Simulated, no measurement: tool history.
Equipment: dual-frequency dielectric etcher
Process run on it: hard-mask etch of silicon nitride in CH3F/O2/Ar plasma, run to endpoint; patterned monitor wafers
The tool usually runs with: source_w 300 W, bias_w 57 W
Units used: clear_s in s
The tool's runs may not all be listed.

run     day  source_w  bias_w  wafers since the last listed run  hours since the last wet clean  hours since the last source power generator calibration  hours since the last bias power generator calibration  hours since the last upper electrode change  incoming incoming film thickness, nm  clear_s
  1   0.000       300      57                                 0                           225.6                                                   3225.1                                                    1.7                                          0.5                                  50.1     89.7
  2   2.317       300      57                               967                           281.2                                                   3280.7                                                   57.3                                         56.1                                  50.2     90.8
  3   3.450       300      57                               473                           308.4                                                   3307.9                                                   84.5                                         83.3                                  49.7     90.1
  4   3.988       300      57                               224                           321.3                                                   3320.8                                                   97.4                                         96.2                                  50.4     91.3
  5   4.896       300      57                               379                           343.1                                                   3342.6                                                  119.2                                        118.0                                  50.3     90.7
  6   5.858       300      57                               401                           366.2                                                   3365.7                                                  142.3                                        141.1                                  50.5     91.8
  7   6.704       270      57                               353                           386.5                                                   3386.0                                                  162.6                                        161.4                                  49.8     95.2
  8   7.733       300      57                               429                           411.2                                                   3410.7                                                  187.3                                        186.1                                  50.3     91.3
  9   9.017       300      57                               535                           442.0                                                   3441.5                                                  218.1                                        216.9                                  49.7     91.2
 10   9.904       270      48                               370                           463.3                                                   3462.8                                                  239.4                                        238.2                                  50.1     99.8
 11  11.012       270      48                               462                           489.9                                                   3489.4                                                  266.0                                        264.8                                  50.2    100.9
 12  11.962       260      69                               396                           512.7                                                   3512.2                                                  288.8                                        287.6                                  49.7     91.4
 13  13.267       250      53                               544                           544.0                                                   3543.5                                                  320.1                                        318.9                                  50.3    101.0
 14  14.700       300      57                               598                           578.4                                                   3577.9                                                  354.5                                        353.3                                  50.1     93.1
 15  15.558       300      57                               358                           599.0                                                   3598.5                                                  375.1                                        373.9                                  50.2     93.1
 16  16.221       300      57                               276                           614.9                                                   3614.4                                                  391.0                                        389.8                                  49.7     91.9
     17.462  -- wet clean of the chamber
 17  17.483       300      57                               109                             0.5                                                   3644.7                                                  421.3                                        420.1                                  50.4     89.1
 18  17.721       330      64                                99                             6.2                                                   3650.4                                                  427.0                                        425.8                                  50.1     83.0
 19  18.467       300      62                               311                            24.1                                                   3668.3                                                  444.9                                        443.7                                  50.2     87.3
 20  19.425       230      70                               400                            47.1                                                   3691.3                                                  467.9                                        466.7                                  50.5     94.5
 21  20.246       360      70                               342                            66.8                                                   3711.0                                                  487.6                                        486.4                                  50.2     79.2
 22  21.446       300      57                               500                            95.6                                                   3739.8                                                  516.4                                        515.2                                  49.9     89.3
 23  22.775       340      69                               554                           127.5                                                   3771.7                                                  548.3                                        547.1                                  50.5     82.1
 24  23.462       330      62                               287                           144.0                                                   3788.2                                                  564.8                                        563.6                                  50.0     85.0
     26.179  -- source power generator calibrated
 25  27.267       220      50                              1518                           235.3                                                     26.1                                                  656.1                                        654.9                                  50.1    106.6
 26  28.488       300      57                               509                           264.6                                                     55.4                                                  685.4                                        684.2                                  49.8     90.7
 27  29.925       240      70                               600                           299.1                                                     89.9                                                  719.9                                        718.7                                  49.7     93.8
 28  31.079       250      69                               481                           326.8                                                    117.6                                                  747.6                                        746.4                                  49.8     92.2
 29  32.546       370      57                               612                           362.0                                                    152.8                                                  782.8                                        781.6                                  50.7     85.5
 30  33.508       300      57                               401                           385.1                                                    175.9                                                  805.9                                        804.7                                  50.1     91.7
 31  34.192       340      52                               285                           401.5                                                    192.3                                                  822.3                                        821.1                                  50.3     90.5
 32  35.671       300      47                               617                           437.0                                                    227.8                                                  857.8                                        856.6                                  50.8     98.2
 33  36.758       230      64                               453                           463.1                                                    253.9                                                  883.9                                        882.7                                  49.6     99.3
 34  37.954       270      64                               499                           491.8                                                    282.6                                                  912.6                                        911.4                                  50.3     93.8
 35  38.850       320      69                               373                           513.3                                                    304.1                                                  934.1                                        932.9                                  50.3     86.0
 36  39.442       300      57                               246                           527.5                                                    318.3                                                  948.3                                        947.1                                  49.7     91.4

Selected run-to-run steps in clear_s, each split into two signed amounts: the part the tool would show with no hidden state at all (from settings, incoming material and random variation), and the remainder, which goes to the hidden state together with any gauge scatter not common to the measured and the hidden-state-free results:
Hidden state at play: etch rate over this chamber's usual, %; source power that arrives over what is set, %; bias power that arrives over what is set, %.
Run 12 -> 13: source_w 260 -> 250, bias_w 69 -> 53. clear_s +9.6 s: hidden state +0.6, all else +9.0.
Run 16 -> 17: wet clean of the chamber. clear_s -2.8 s: hidden state -3.7, all else +0.9.
Run 20 -> 21: source_w 230 -> 360. clear_s -15.3 s: hidden state +0.0, all else -15.3.
Run 24 -> 25: source_w 330 -> 220, bias_w 62 -> 50, source power generator calibrated. clear_s +21.6 s: hidden state +1.0, all else +20.6.
Run 25 -> 26: source_w 220 -> 300, bias_w 50 -> 57. clear_s -15.9 s: hidden state -0.1, all else -15.8.
